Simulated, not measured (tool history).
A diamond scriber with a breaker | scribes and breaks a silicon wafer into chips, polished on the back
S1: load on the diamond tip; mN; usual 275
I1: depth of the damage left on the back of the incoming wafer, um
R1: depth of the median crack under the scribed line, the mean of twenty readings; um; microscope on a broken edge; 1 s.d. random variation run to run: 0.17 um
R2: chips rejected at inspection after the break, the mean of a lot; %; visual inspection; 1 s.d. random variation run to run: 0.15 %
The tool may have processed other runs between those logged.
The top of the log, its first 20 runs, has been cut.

| run | hour | S1 | I1 | R1 | R2 |
|---|---|---|---|---|---|
| 21 | 504.1 | 332 | 0.03 | 9.12 | 2.49 |
| 22 | 527.2 | 344 | 0.02 | 9.46 | 2.65 |
| 23 | 561.5 | 327 | 0.04 | 9.19 | 2.21 |
| 24 | 591.6 | 325 | 0.03 | 9.26 | 2.16 |
| 25 | 625.3 | 333 | 0.02 | 9.12 | 2.35 |
| 26 | 642 | 275 | 0.04 | 8.07 | 2.37 |
| 27 | 671 | 213 | 0.03 | 6.8 | 8.55 |
| 28 | 694.4 | 275 | 0.04 | 7.96 | 2.81 |
| 29 | 707.3 | 275 | 0.04 | 7.71 | 2.8 |
| 30 | 740.8 | 240 | 0.05 | 7.35 | 5.38 |
| 31 | 760 | 326 | 0.04 | 8.66 | 2.08 |
| 32 | 783.3 | 250 | 0.05 | 7.57 | 4.33 |
| 33 | 800.5 | 210 | 0.04 | 6.56 | 8.77 |
| 34 | 814.3 | 312 | 0.01 | 8.54 | 2.06 |
| 35 | 841.2 | 357 | 0.03 | 9.21 | 2.55 |

What does the tool deliver on the next run?
| 36 | 873.4 | 248 | 0.03 | ? | ? |

{"run 36": {"R1": 7.28, "R2": 5.55}}
Had the tool carried no hidden state, the very same run would have given R1 8.08 um, R2 2.34 %.

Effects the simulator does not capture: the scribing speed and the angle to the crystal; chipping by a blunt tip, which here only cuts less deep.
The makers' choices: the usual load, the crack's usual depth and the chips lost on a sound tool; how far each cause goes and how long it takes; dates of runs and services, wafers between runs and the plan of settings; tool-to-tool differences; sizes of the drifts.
